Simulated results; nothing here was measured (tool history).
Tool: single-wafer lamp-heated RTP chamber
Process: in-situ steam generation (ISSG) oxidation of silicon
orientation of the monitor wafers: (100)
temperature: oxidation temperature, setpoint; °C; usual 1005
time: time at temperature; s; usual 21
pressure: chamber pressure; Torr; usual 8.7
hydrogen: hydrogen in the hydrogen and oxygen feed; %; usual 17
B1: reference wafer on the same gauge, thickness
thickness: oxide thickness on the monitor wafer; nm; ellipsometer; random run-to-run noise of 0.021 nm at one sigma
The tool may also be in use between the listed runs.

run 1 hour=0.0 | temperature=1005 time=21 pressure=9.9 hydrogen=17 | B1=4.947 | thickness=5.709
run 2 hour=39.2 | temperature=1005 time=21 pressure=9.9 hydrogen=17 | B1=4.947 | thickness=5.692
-- hour=56.3 pyrometer window cleaned and pyrometer calibrated
run 3 hour=105.0 | temperature=1005 time=21 pressure=8.7 hydrogen=17 | B1=4.955 | thickness=5.636
run 4 hour=175.9 | temperature=1005 time=21 pressure=8.7 hydrogen=17 | B1=4.944 | thickness=5.698
run 5 hour=240.9 | temperature=1005 time=21 pressure=8.7 hydrogen=17 | B1=4.950 | thickness=5.705
run 6 hour=285.9 | temperature=1005 time=21 pressure=8.7 hydrogen=17 | B1=4.947 | thickness=5.719
run 7 hour=340.2 | temperature=1005 time=21 pressure=8.7 hydrogen=17 | B1=4.945 | thickness=5.736
run 8 hour=371.8 | temperature=1005 time=21 pressure=8.3 hydrogen=17 | B1=4.945 | thickness=5.808
-- hour=435.1 pyrometer window cleaned and pyrometer calibrated
-- hour=494.7 hydrogen flow controller replaced
run 9 hour=516.1 | temperature=1005 time=21 pressure=8.3 hydrogen=17 | B1=4.952 | thickness=5.654
run 10 hour=564.2 | temperature=1005 time=21 pressure=8.3 hydrogen=17 | B1=4.944 | thickness=5.693
run 11 hour=610.2 | temperature=1005 time=21 pressure=8.7 hydrogen=17 | B1=4.952 | thickness=5.700
run 12 hour=639.5 | temperature=1011 time=21 pressure=8.7 hydrogen=17 | B1=4.952 | thickness=5.919
run 13 hour=679.4 | temperature=1011 time=21 pressure=8.7 hydrogen=17 | B1=4.946 | thickness=5.867
run 14 hour=721.1 | temperature=1011 time=21 pressure=8.7 hydrogen=17 | B1=4.956 | thickness=5.970
run 15 hour=755.4 | temperature=1005 time=21 pressure=8.7 hydrogen=17 | B1=4.942 | thickness=5.797
-- hour=768.2 gauge calibrated
-- hour=788.2 pyrometer window cleaned and pyrometer calibrated
run 16 hour=824.0 | temperature=1005 time=21 pressure=8.7 hydrogen=17 | B1=4.945 | thickness=5.668
run 17 hour=887.0 | temperature=1022 time=21 pressure=8.7 hydrogen=24 | B1=4.951 | thickness=6.624
run 18 hour=927.4 | temperature=1023 time=25 pressure=10.0 hydrogen=11 | B1=4.946 | thickness=6.091
run 19 hour=969.6 | temperature=1005 time=21 pressure=9.9 hydrogen=17 | B1=4.943 | thickness=5.671
run 20 hour=1016.9 | temperature=1005 time=21 pressure=8.7 hydrogen=11 | B1=4.959 | thickness=5.239
run 21 hour=1054.1 | temperature=1005 time=21 pressure=9.8 hydrogen=17 | B1=4.954 | thickness=5.689
-- hour=1121.3 pyrometer window cleaned and pyrometer calibrated
run 22 hour=1124.6 | temperature=1005 time=21 pressure=9.9 hydrogen=17 | B1=4.947 | thickness=5.511
-- hour=1138.3 pressure gauge zeroed
run 23 hour=1178.3 | temperature=1015 time=18 pressure=9.3 hydrogen=12 | B1=4.948 | thickness=5.050
run 24 hour=1207.0 | temperature=985 time=21 pressure=7.7 hydrogen=12 | B1=4.952 | thickness=4.828
run 25 hour=1233.3 | temperature=1005 time=21 pressure=8.7 hydrogen=17 | B1=4.948 | thickness=5.678
run 26 hour=1292.2 | temperature=1005 time=21 pressure=8.7 hydrogen=17 | B1=4.952 | thickness=5.682
run 27 hour=1352.7 | temperature=1005 time=28 pressure=8.7 hydrogen=11 | B1=4.948 | thickness=6.093
run 28 hour=1400.9 | temperature=1005 time=21 pressure=9.1 hydrogen=20 | B1=4.950 | thickness=5.953
-- hour=1424.3 pyrometer window cleaned and pyrometer calibrated
run 29 hour=1456.9 | temperature=985 time=24 pressure=8.7 hydrogen=12 | B1=4.949 | thickness=5.163
run 30 hour=1514.7 | temperature=1005 time=21 pressure=8.7 hydrogen=17 | B1=4.949 | thickness=5.681
run 31 hour=1565.3 | temperature=1005 time=21 pressure=8.7 hydrogen=17 | B1=4.952 | thickness=5.710
run 32 hour=1592.0 | temperature=1005 time=16 pressure=8.7 hydrogen=17 | B1=4.951 | thickness=4.979

Below, some changes in thickness between adjacent runs. For each, the amount present without the hidden state too (settings, incoming material, random variation) and the amount remaining for the hidden state with gauge scatter not shared by both compared results:
Hidden state present: true wafer temperature minus pyrometer reading, K; true pressure minus gauge reading, Torr; deviation of the hydrogen flow from its setpoint, %; gauge reads high (%).
Run 8 -> 9: pyrometer window cleaned and pyrometer calibrated, hydrogen flow controller replaced. thickness -0.154 nm: hidden state -0.152, all else -0.002.
Run 15 -> 16: gauge calibrated, pyrometer window cleaned and pyrometer calibrated. thickness -0.129 nm: hidden state -0.153, all else +0.024.
Run 16 -> 17: temperature 1005 -> 1022, hydrogen 17 -> 24. thickness +0.956 nm: hidden state +0.064, all else +0.892.
Run 21 -> 22: pressure 9.8 -> 9.9, pyrometer window cleaned and pyrometer calibrated. thickness -0.178 nm: hidden state -0.170, all else -0.008.
Run 24 -> 25: temperature 985 -> 1005, pressure 7.7 -> 8.7, hydrogen 12 -> 17. thickness +0.850 nm: hidden state +0.033, all else +0.817.
Run 28 -> 29: temperature 1005 -> 985, time 21 -> 24, pressure 9.1 -> 8.7, hydrogen 20 -> 12, pyrometer window cleaned and pyrometer calibrated. thickness -0.790 nm: hidden state -0.141, all else -0.649.

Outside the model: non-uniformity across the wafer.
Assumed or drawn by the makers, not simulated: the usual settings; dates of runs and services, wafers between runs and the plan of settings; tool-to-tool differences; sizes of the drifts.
